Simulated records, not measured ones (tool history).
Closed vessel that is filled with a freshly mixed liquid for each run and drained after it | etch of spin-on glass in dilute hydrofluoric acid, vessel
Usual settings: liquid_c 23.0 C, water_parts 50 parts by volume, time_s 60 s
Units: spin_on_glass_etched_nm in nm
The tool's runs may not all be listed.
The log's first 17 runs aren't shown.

run,day,liquid_c,water_parts,time_s,wafers since the last listed run,hours since the thermometer was replaced,hours since the hydrofluoric acid flow meter was replaced,hours since the gauge calibration,"read-back film thickness of the spin-on glass reference wafer, read on the same gauge (nm)",spin_on_glass_etched_nm
18,48.971,20.5,35,40,3943,1662.6,315.0,109.4,140.02,33.22
19,51.175,23.0,50,60,3738,1715.5,367.9,162.3,140.03,37.69
20,52.792,23.0,50,60,2742,1754.3,406.7,201.1,139.98,37.27
21,54.404,20.0,45,85,2735,1793.0,445.4,239.8,139.95,52.22
22,57.575,23.0,40,60,5378,1869.1,521.5,315.9,139.99,46.84
# day 58.404: hydrofluoric acid flow meter replaced
23,59.475,20.0,70,75,3152,1914.7,25.7,361.5,139.95,29.37
# day 60.567: thermometer replaced
24,61.142,25.0,75,60,2756,13.8,65.7,401.5,140.01,29.18
25,63.229,23.0,50,60,3540,63.9,115.8,451.6,139.98,41.65
26,65.346,23.0,50,60,3590,114.7,166.6,502.4,139.99,41.27
27,68.854,23.0,50,60,5951,198.9,250.8,586.6,140.02,40.71
28,72.850,24.5,50,60,6777,294.8,346.7,682.5,139.98,42.27
29,75.900,27.0,30,30,5173,368.0,419.9,755.7,140.00,39.21
30,80.200,25.0,60,75,7293,471.2,523.1,858.9,139.99,43.42

3 ways to go on from here, each from the tool as it stands after run 30. What would each give?
A,80.229,18.5,50,60,49,471.9,523.8,859.6,?,?
B,80.229,23.0,50,85,49,471.9,523.8,859.6,?,?
C,80.229,27.0,50,60,49,471.9,523.8,859.6,?,?

run,"read-back film thickness of the spin-on glass reference wafer, read on the same gauge (nm)",spin_on_glass_etched_nm
A,140.02,32.04
B,140.02,54.94
C,140.02,45.69
Without the tool's hidden state the same runs would have given:
run,spin_on_glass_etched_nm
A,35.72
B,61.20
C,50.87
